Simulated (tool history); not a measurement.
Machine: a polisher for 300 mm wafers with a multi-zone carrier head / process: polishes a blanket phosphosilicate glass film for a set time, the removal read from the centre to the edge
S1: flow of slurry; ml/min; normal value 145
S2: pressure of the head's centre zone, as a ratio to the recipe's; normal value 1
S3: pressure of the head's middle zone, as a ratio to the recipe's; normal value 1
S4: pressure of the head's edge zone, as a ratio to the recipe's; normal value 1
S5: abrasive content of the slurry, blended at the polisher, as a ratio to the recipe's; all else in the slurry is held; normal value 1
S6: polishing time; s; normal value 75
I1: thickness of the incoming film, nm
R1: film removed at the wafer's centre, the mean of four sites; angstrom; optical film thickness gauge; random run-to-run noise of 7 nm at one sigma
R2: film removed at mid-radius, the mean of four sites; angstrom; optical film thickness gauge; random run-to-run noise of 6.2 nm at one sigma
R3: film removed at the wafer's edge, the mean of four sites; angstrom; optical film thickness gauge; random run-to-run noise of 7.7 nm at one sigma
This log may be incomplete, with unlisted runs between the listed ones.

run,hour,S1,S2,S3,S4,S5,S6,I1,R1,R2,R3
1,0,145,1,1,1,1,75,2581.4,6788,6984,6862
2,28.3,175,1,1,1,1,75,2624.3,7004,7198,6820
3,41,175,1,1,1,1,75,2621.6,7142,7225,6783
# hour 66.7: worn pad replaced by a new one
4,67.7,145,1,1,1,1,75,2585.6,6879,6945,6710
5,95.5,145,1,1,1,1,75,2620.8,6995,6979,6677
6,124.6,145,1,1,1,1,75,2557.2,6934,6946,6696
7,150,155,1,1,1,1,75,2571.3,6969,6979,6699
# hour 171.4: carrier head's membrane replaced by a new one
8,180.8,145,1,1,1,1,75,2587.8,6995,6881,6596
9,206.8,145,1,1.09,1,1,75,2640.2,6810,7523,6605
# hour 215.1: worn pad replaced by a new one
# hour 219: edge zone pressure recalibrated
10,240.1,105,1,0.89,1,1,75,2584,6323,6036,6471
# hour 281.4: centre zone pressure recalibrated
# hour 308.5: slurry nozzle cleaned
11,327.4,145,1.05,0.96,1,1,75,2599.1,7222,6855,6484
12,349.3,125,0.95,1,1,1,75,2561.8,6370,6716,6572
13,374.8,145,1,1.04,1,1,75,2603.3,6791,7168,6679
# hour 390.1: worn pad replaced by a new one
14,393.8,145,1,1,1,1,75,2583.9,6769,6925,6626
15,408.1,115,1,1,0.97,1.1,57,2579.5,5085,5289,5048

Exercise: give the hidden state of the tool at every run:
removal rate lost through wear of the pad, %: 0 on each run
slurry flow missing at the pad, %: 0 on each run
deviation of the centre zone's pressure from its setpoint, %: 0 on each run
deviation of the edge zone's pressure from its setpoint, %: 0 on each run
